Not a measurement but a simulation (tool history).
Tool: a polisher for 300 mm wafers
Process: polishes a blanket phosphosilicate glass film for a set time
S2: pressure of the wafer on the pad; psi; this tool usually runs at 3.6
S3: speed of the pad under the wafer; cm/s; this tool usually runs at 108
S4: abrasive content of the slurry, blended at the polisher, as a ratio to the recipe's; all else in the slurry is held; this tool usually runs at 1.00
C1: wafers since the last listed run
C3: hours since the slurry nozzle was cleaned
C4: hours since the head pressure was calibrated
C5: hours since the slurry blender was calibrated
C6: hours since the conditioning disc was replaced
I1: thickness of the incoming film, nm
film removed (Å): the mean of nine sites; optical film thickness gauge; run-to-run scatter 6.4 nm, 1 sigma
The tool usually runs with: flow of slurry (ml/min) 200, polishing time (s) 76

run 1 hour=0.0 | flow_of_slurry_(ml/min)=255 S2=3.6 S3=108 S4=1.00 polishing_time_(s)=76 | C1=0 wafers_polished_on_this_pad=6805 C3=103.8 C4=522.8 C5=491.5 C6=509.2 | I1=2250.7 | film_removed_(Å)=8937
run 2 hour=100.2 | flow_of_slurry_(ml/min)=255 S2=3.6 S3=108 S4=1.00 polishing_time_(s)=76 | C1=1115 wafers_polished_on_this_pad=7920 C3=204.0 C4=623.0 C5=591.7 C6=609.4 | I1=2282.6 | film_removed_(Å)=8798
-- hour=137.9 worn pad replaced by a new one
run 3 hour=188.1 | flow_of_slurry_(ml/min)=200 S2=4.8 S3=108 S4=0.85 polishing_time_(s)=76 | C1=933 wafers_polished_on_this_pad=559 C3=291.9 C4=710.9 C5=679.6 C6=697.3 | I1=2244.2 | film_removed_(Å)=9465
-- hour=211.5 slurry blender recalibrated
-- hour=255.2 conditioning disc replaced and pad reconditioned
run 4 hour=257.7 | flow_of_slurry_(ml/min)=200 S2=3.6 S3=108 S4=1.00 polishing_time_(s)=76 | C1=730 wafers_polished_on_this_pad=1289 C3=361.5 C4=780.5 C5=46.2 C6=2.5 | I1=2201.7 | film_removed_(Å)=8830
run 5 hour=332.9 | flow_of_slurry_(ml/min)=165 S2=3.6 S3=108 S4=1.00 polishing_time_(s)=76 | C1=836 wafers_polished_on_this_pad=2126 C3=436.7 C4=855.7 C5=121.4 C6=77.7 | I1=2285.9 | film_removed_(Å)=8556
run 6 hour=426.6 | flow_of_slurry_(ml/min)=200 S2=3.6 S3=120 S4=0.80 polishing_time_(s)=76 | C1=1042 wafers_polished_on_this_pad=3168 C3=530.4 C4=949.4 C5=215.1 C6=171.4 | I1=2235.4 | film_removed_(Å)=8502
run 7 hour=493.7 | flow_of_slurry_(ml/min)=150 S2=3.6 S3=86 S4=1.00 polishing_time_(s)=91 | C1=746 wafers_polished_on_this_pad=3915 C3=597.5 C4=1016.5 C5=282.2 C6=238.5 | I1=2248.1 | film_removed_(Å)=8937
run 8 hour=581.6 | flow_of_slurry_(ml/min)=200 S2=3.6 S3=108 S4=1.00 polishing_time_(s)=76 | C1=978 wafers_polished_on_this_pad=4893 C3=685.4 C4=1104.4 C5=370.1 C6=326.4 | I1=2230.0 | film_removed_(Å)=8778
run 9 hour=634.3 | flow_of_slurry_(ml/min)=200 S2=3.6 S3=108 S4=1.00 polishing_time_(s)=76 | C1=586 wafers_polished_on_this_pad=5480 C3=738.1 C4=1157.1 C5=422.8 C6=379.1 | I1=2231.8 | film_removed_(Å)=8739
-- hour=656.1 slurry nozzle cleaned
run 10 hour=709.4 | flow_of_slurry_(ml/min)=200 S2=3.6 S3=108 S4=1.00 polishing_time_(s)=76 | C1=824 wafers_polished_on_this_pad=6304 C3=53.3 C4=1232.2 C5=497.9 C6=454.2 | I1=2222.9 | film_removed_(Å)=8508
-- hour=722.5 worn pad replaced by a new one
run 11 hour=791.9 | flow_of_slurry_(ml/min)=200 S2=3.6 S3=108 S4=0.75 polishing_time_(s)=76 | C1=873 wafers_polished_on_this_pad=772 C3=135.8 C4=1314.7 C5=580.4 C6=536.7 | I1=2283.6 | film_removed_(Å)=7629
-- hour=795.9 slurry blender recalibrated
-- hour=852.7 head pressure recalibrated
run 12 hour=854.4 | flow_of_slurry_(ml/min)=200 S2=3.6 S3=108 S4=1.00 polishing_time_(s)=76 | C1=650 wafers_polished_on_this_pad=1423 C3=198.3 C4=1.7 C5=58.5 C6=599.2 | I1=2288.1 | film_removed_(Å)=8735
-- hour=901.1 conditioning disc replaced and pad reconditioned
run 13 hour=921.9 | flow_of_slurry_(ml/min)=200 S2=4.7 S3=82 S4=1.30 polishing_time_(s)=76 | C1=728 wafers_polished_on_this_pad=2152 C3=265.8 C4=69.2 C5=126.0 C6=20.8 | I1=2225.4 | film_removed_(Å)=9958
run 14 hour=1003.1 | flow_of_slurry_(ml/min)=180 S2=3.6 S3=132 S4=1.00 polishing_time_(s)=76 | C1=903 wafers_polished_on_this_pad=3055 C3=347.0 C4=150.4 C5=207.2 C6=102.0 | I1=2263.5 | film_removed_(Å)=9422
run 15 hour=1085.6 | flow_of_slurry_(ml/min)=200 S2=4.6 S3=108 S4=1.00 polishing_time_(s)=76 | C1=918 wafers_polished_on_this_pad=3974 C3=429.5 C4=232.9 C5=289.7 C6=184.5 | I1=2242.8 | film_removed_(Å)=10174
run 16 hour=1121.8 | flow_of_slurry_(ml/min)=200 S2=3.6 S3=108 S4=1.00 polishing_time_(s)=76 | C1=402 wafers_polished_on_this_pad=4376 C3=465.7 C4=269.1 C5=325.9 C6=220.7 | I1=2284.5 | film_removed_(Å)=8810
run 17 hour=1208.3 | flow_of_slurry_(ml/min)=200 S2=3.6 S3=108 S4=1.00 polishing_time_(s)=76 | C1=962 wafers_polished_on_this_pad=5339 C3=552.2 C4=355.6 C5=412.4 C6=307.2 | I1=2217.4 | film_removed_(Å)=8609
run 18 hour=1267.7 | flow_of_slurry_(ml/min)=250 S2=3.6 S3=108 S4=1.00 polishing_time_(s)=93 | C1=661 wafers_polished_on_this_pad=6000 C3=611.6 C4=415.0 C5=471.8 C6=366.6 | I1=2260.0 | film_removed_(Å)=10828
run 19 hour=1305.6 | flow_of_slurry_(ml/min)=165 S2=3.6 S3=96 S4=1.00 polishing_time_(s)=76 | C1=421 wafers_polished_on_this_pad=6422 C3=649.5 C4=452.9 C5=509.7 C6=404.5 | I1=2272.6 | film_removed_(Å)=7840
-- hour=1337.0 slurry nozzle cleaned
run 20 hour=1376.1 | flow_of_slurry_(ml/min)=200 S2=3.6 S3=108 S4=1.00 polishing_time_(s)=76 | C1=773 wafers_polished_on_this_pad=7195 C3=39.1 C4=523.4 C5=580.2 C6=475.0 | I1=2250.9 | film_removed_(Å)=8576
-- hour=1440.5 worn pad replaced by a new one
run 21 hour=1473.9 | flow_of_slurry_(ml/min)=130 S2=3.3 S3=82 S4=1.00 polishing_time_(s)=76 | C1=1043 wafers_polished_on_this_pad=371 C3=136.9 C4=621.2 C5=678.0 C6=572.8 | I1=2223.0 | film_removed_(Å)=6466
-- hour=1490.7 slurry blender recalibrated
-- hour=1513.9 conditioning disc replaced and pad reconditioned
run 22 hour=1545.0 | flow_of_slurry_(ml/min)=170 S2=3.6 S3=108 S4=1.20 polishing_time_(s)=76 | C1=746 wafers_polished_on_this_pad=1117 C3=208.0 C4=692.3 C5=54.3 C6=31.1 | I1=2267.2 | film_removed_(Å)=9184
run 23 hour=1640.3 | flow_of_slurry_(ml/min)=200 S2=3.6 S3=108 S4=1.00 polishing_time_(s)=99 | C1=1060 wafers_polished_on_this_pad=2178 C3=303.3 C4=787.6 C5=149.6 C6=126.4 | I1=2211.7 | film_removed_(Å)=11248
run 24 hour=1697.2 | flow_of_slurry_(ml/min)=200 S2=4.5 S3=86 S4=1.10 polishing_time_(s)=76 | C1=633 wafers_polished_on_this_pad=2811 C3=360.2 C4=844.5 C5=206.5 C6=183.3 | I1=2235.4 | film_removed_(Å)=9312
run 25 hour=1767.4 | flow_of_slurry_(ml/min)=200 S2=3.6 S3=108 S4=1.00 polishing_time_(s)=76 | C1=781 wafers_polished_on_this_pad=3592 C3=430.4 C4=914.7 C5=276.7 C6=253.5 | I1=2227.5 | film_removed_(Å)=8695

Here are 4 independent what-if runs from the current tool condition. What would each one return?
run A hour=1767.8 | flow_of_slurry_(ml/min)=200 S2=3.6 S3=108 S4=1.00 polishing_time_(s)=61 | C1=4 wafers_polished_on_this_pad=3597 C3=430.8 C4=915.1 C5=277.1 C6=253.9 | I1=2225.6 | film_removed_(Å)=?
run B hour=1767.8 | flow_of_slurry_(ml/min)=200 S2=2.4 S3=108 S4=1.00 polishing_time_(s)=76 | C1=4 wafers_polished_on_this_pad=3597 C3=430.8 C4=915.1 C5=277.1 C6=253.9 | I1=2225.6 | film_removed_(Å)=?
run C hour=1767.8 | flow_of_slurry_(ml/min)=150 S2=4.7 S3=108 S4=0.90 polishing_time_(s)=76 | C1=4 wafers_polished_on_this_pad=3597 C3=430.8 C4=915.1 C5=277.1 C6=253.9 | I1=2225.6 | film_removed_(Å)=?
run D hour=1767.8 | flow_of_slurry_(ml/min)=200 S2=3.6 S3=108 S4=1.20 polishing_time_(s)=101 | C1=4 wafers_polished_on_this_pad=3597 C3=430.8 C4=915.1 C5=277.1 C6=253.9 | I1=2225.6 | film_removed_(Å)=?

run=A film_removed_(Å)=7021
run=B film_removed_(Å)=6998
run=C film_removed_(Å)=9445
run=D film_removed_(Å)=12465
Without the tool's hidden state the same runs would have given:
run=A film_removed_(Å)=7106
run=B film_removed_(Å)=7082
run=C film_removed_(Å)=9564
run=D film_removed_(Å)=12601

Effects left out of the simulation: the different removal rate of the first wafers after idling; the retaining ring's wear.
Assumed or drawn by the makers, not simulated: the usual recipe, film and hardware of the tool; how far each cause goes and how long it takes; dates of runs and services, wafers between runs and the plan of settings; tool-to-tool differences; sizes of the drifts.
